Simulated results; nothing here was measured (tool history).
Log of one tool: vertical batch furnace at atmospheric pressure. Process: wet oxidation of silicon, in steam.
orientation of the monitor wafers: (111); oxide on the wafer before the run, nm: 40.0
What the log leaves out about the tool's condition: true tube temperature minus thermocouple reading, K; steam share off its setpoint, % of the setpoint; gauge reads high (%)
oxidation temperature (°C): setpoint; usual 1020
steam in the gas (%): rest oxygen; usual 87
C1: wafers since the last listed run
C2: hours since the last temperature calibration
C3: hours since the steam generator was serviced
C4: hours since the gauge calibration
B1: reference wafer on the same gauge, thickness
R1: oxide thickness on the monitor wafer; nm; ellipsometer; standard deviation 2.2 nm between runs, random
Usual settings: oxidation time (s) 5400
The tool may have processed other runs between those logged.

{"run": 1, "day": 0.0, "oxidation temperature (°C)": 1020, "oxidation time (s)": 5400, "steam in the gas (%)": 87, "C1": 0, "C2": 3112.7, "C3": 1164.6, "C4": 149.6, "B1": 763.55, "R1": 627.81}
{"run": 2, "day": 2.292, "oxidation temperature (°C)": 1020, "oxidation time (s)": 3810, "steam in the gas (%)": 87, "C1": 506, "C2": 3167.7, "C3": 1219.6, "C4": 204.6, "B1": 765.21, "R1": 518.06}
{"run": 3, "day": 3.017, "oxidation temperature (°C)": 1020, "oxidation time (s)": 3810, "steam in the gas (%)": 87, "C1": 160, "C2": 3185.1, "C3": 1237.0, "C4": 222.0, "B1": 764.62, "R1": 515.86}
{"run": 4, "day": 3.621, "oxidation temperature (°C)": 1020, "oxidation time (s)": 3810, "steam in the gas (%)": 87, "C1": 133, "C2": 3199.6, "C3": 1251.5, "C4": 236.5, "B1": 763.99, "R1": 515.76}
{"run": 5, "day": 4.254, "oxidation temperature (°C)": 1020, "oxidation time (s)": 4470, "steam in the gas (%)": 93, "C1": 139, "C2": 3214.8, "C3": 1266.7, "C4": 251.7, "B1": 764.37, "R1": 589.08}
{"run": 6, "day": 5.088, "oxidation temperature (°C)": 1020, "oxidation time (s)": 4470, "steam in the gas (%)": 93, "C1": 184, "C2": 3234.8, "C3": 1286.7, "C4": 271.7, "B1": 764.62, "R1": 586.79}
{"run": 7, "day": 6.038, "oxidation temperature (°C)": 1020, "oxidation time (s)": 4470, "steam in the gas (%)": 93, "C1": 209, "C2": 3257.6, "C3": 1309.5, "C4": 294.5, "B1": 764.17, "R1": 584.93}
{"run": 8, "day": 6.458, "oxidation temperature (°C)": 1020, "oxidation time (s)": 5400, "steam in the gas (%)": 87, "C1": 93, "C2": 3267.7, "C3": 1319.6, "C4": 304.6, "B1": 764.02, "R1": 627.86}
{"run": 9, "day": 7.183, "oxidation temperature (°C)": 1020, "oxidation time (s)": 5400, "steam in the gas (%)": 87, "C1": 160, "C2": 3285.1, "C3": 1337.0, "C4": 322.0, "B1": 764.12, "R1": 626.91}
{"run": 10, "day": 7.921, "oxidation temperature (°C)": 1020, "oxidation time (s)": 5400, "steam in the gas (%)": 87, "C1": 162, "C2": 3302.8, "C3": 1354.7, "C4": 339.7, "B1": 764.29, "R1": 627.36}
{"run": 11, "day": 8.592, "oxidation temperature (°C)": 1020, "oxidation time (s)": 5400, "steam in the gas (%)": 87, "C1": 148, "C2": 3318.9, "C3": 1370.8, "C4": 355.8, "B1": 763.45, "R1": 628.0}
{"run": 12, "day": 9.504, "oxidation temperature (°C)": 1020, "oxidation time (s)": 5400, "steam in the gas (%)": 87, "C1": 201, "C2": 3340.8, "C3": 1392.7, "C4": 377.7, "B1": 763.53, "R1": 621.63}
{"run": 13, "day": 11.429, "oxidation temperature (°C)": 1020, "oxidation time (s)": 5400, "steam in the gas (%)": 87, "C1": 425, "C2": 3387.0, "C3": 1438.9, "C4": 423.9, "B1": 763.98, "R1": 624.89}
{"run": 14, "day": 11.842, "oxidation temperature (°C)": 1020, "oxidation time (s)": 3810, "steam in the gas (%)": 81, "C1": 91, "C2": 3396.9, "C3": 1448.8, "C4": 433.8, "B1": 763.75, "R1": 495.14}
{"day": 14.379, "done": "thermocouples replaced and temperature profile calibrated"}
{"run": 15, "day": 14.4, "oxidation temperature (°C)": 1020, "oxidation time (s)": 3810, "steam in the gas (%)": 81, "C1": 344, "C2": 0.5, "C3": 1510.2, "C4": 495.2, "B1": 763.36, "R1": 490.47}
{"run": 16, "day": 15.067, "oxidation temperature (°C)": 1020, "oxidation time (s)": 6930, "steam in the gas (%)": 94, "C1": 147, "C2": 16.5, "C3": 1526.2, "C4": 511.2, "B1": 763.91, "R1": 751.95}

Expected results for the next run?
{"run": 17, "day": 15.479, "oxidation temperature (°C)": 1020, "oxidation time (s)": 6720, "steam in the gas (%)": 87, "C1": 91, "C2": 26.4, "C3": 1536.1, "C4": 521.1, "B1": "?", "R1": "?"}

B1: 763.76
R1: 704.38 nm
Were there no unlogged condition in the tool, this run, its random variation unchanged, would have produced R1 735.15 nm.

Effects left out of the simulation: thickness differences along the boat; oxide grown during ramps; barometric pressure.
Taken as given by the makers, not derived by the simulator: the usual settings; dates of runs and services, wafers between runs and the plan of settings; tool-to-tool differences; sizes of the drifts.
